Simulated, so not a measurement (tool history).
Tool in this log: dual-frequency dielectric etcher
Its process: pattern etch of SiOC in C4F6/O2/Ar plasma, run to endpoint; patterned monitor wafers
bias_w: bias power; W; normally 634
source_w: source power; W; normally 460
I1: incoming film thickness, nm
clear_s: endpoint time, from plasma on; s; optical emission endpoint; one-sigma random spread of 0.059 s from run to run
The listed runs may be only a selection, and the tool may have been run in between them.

run 1 hour=0 | bias_w=634 source_w=460 | I1=51 | clear_s=13.3
run 2 hour=18.6 | bias_w=634 source_w=460 | I1=51 | clear_s=13.4
run 3 hour=39 | bias_w=634 source_w=460 | I1=51 | clear_s=13.4
run 4 hour=65 | bias_w=634 source_w=460 | I1=51.3 | clear_s=13.6
-- hour=133.4 upper electrode replaced
run 5 hour=168.8 | bias_w=634 source_w=460 | I1=50.8 | clear_s=13.5
-- hour=186.1 source power generator calibrated
run 6 hour=201.1 | bias_w=755 source_w=460 | I1=50.7 | clear_s=12.6
run 7 hour=229.8 | bias_w=694 source_w=460 | I1=51.2 | clear_s=13.2
run 8 hour=265.9 | bias_w=694 source_w=460 | I1=50.9 | clear_s=13.1
run 9 hour=278 | bias_w=694 source_w=460 | I1=51.3 | clear_s=13.2
run 10 hour=291.8 | bias_w=634 source_w=390 | I1=51.1 | clear_s=14.4
run 11 hour=323.5 | bias_w=634 source_w=390 | I1=50.7 | clear_s=14.4
run 12 hour=336 | bias_w=634 source_w=460 | I1=50.9 | clear_s=13.7
run 13 hour=348.7 | bias_w=634 source_w=460 | I1=51 | clear_s=13.8
-- hour=387.1 wet clean of the chamber
run 14 hour=387.6 | bias_w=694 source_w=540 | I1=50.9 | clear_s=12.1
run 15 hour=408.3 | bias_w=780 source_w=550 | I1=51.2 | clear_s=11.8
run 16 hour=422.9 | bias_w=586 source_w=350 | I1=50.9 | clear_s=14.9
run 17 hour=447.9 | bias_w=634 source_w=460 | I1=51 | clear_s=13.4
-- hour=458.7 bias power generator calibrated
run 18 hour=541.2 | bias_w=634 source_w=370 | I1=51.3 | clear_s=14.6
run 19 hour=554.9 | bias_w=566 source_w=460 | I1=50.8 | clear_s=13.9
run 20 hour=567.5 | bias_w=727 source_w=500 | I1=51.6 | clear_s=12.7
run 21 hour=585 | bias_w=717 source_w=530 | I1=50.5 | clear_s=12.1
run 22 hour=618.1 | bias_w=634 source_w=460 | I1=50.4 | clear_s=13.3
run 23 hour=636.2 | bias_w=704 source_w=460 | I1=51.1 | clear_s=13
run 24 hour=648.9 | bias_w=720 source_w=460 | I1=51.1 | clear_s=12.9
run 25 hour=680.7 | bias_w=634 source_w=380 | I1=51.6 | clear_s=14.6
run 26 hour=708.2 | bias_w=634 source_w=460 | I1=51.6 | clear_s=13.7
run 27 hour=720.8 | bias_w=634 source_w=530 | I1=51.2 | clear_s=13
run 28 hour=737.8 | bias_w=790 source_w=530 | I1=51.3 | clear_s=12.1
run 29 hour=756.5 | bias_w=634 source_w=360 | I1=51.6 | clear_s=15
run 30 hour=773.2 | bias_w=634 source_w=420 | I1=51.2 | clear_s=14
run 31 hour=795.8 | bias_w=634 source_w=460 | I1=51.1 | clear_s=13.8
run 32 hour=828.4 | bias_w=634 source_w=400 | I1=51.3 | clear_s=14.4
run 33 hour=847.1 | bias_w=778 source_w=410 | I1=51.3 | clear_s=13.2
run 34 hour=872.9 | bias_w=720 source_w=380 | I1=50.6 | clear_s=13.8

What the log doesn't show, run by run:
bias power that arrives over what is set, %: 0 in every run
source power that arrives over what is set, %: 0 in every run
H1: etch rate over this chamber's usual, %
run=1 H1=-1.27
run=2 H1=-1.38
run=3 H1=-1.5
run=4 H1=-1.65
run=5 H1=-2.25
run=6 H1=-2.44
run=7 H1=-2.61
run=8 H1=-2.82
run=9 H1=-2.89
run=10 H1=-2.97
run=11 H1=-3.15
run=12 H1=-3.22
run=13 H1=-3.3
run=14 H1=-0.318
run=15 H1=-0.439
run=16 H1=-0.523
run=17 H1=-0.669
run=18 H1=-1.21
run=19 H1=-1.29
run=20 H1=-1.36
run=21 H1=-1.46
run=22 H1=-1.66
run=23 H1=-1.76
run=24 H1=-1.84
run=25 H1=-2.02
run=26 H1=-2.18
run=27 H1=-2.25
run=28 H1=-2.35
run=29 H1=-2.46
run=30 H1=-2.56
run=31 H1=-2.69
run=32 H1=-2.88
run=33 H1=-2.99
run=34 H1=-3.14
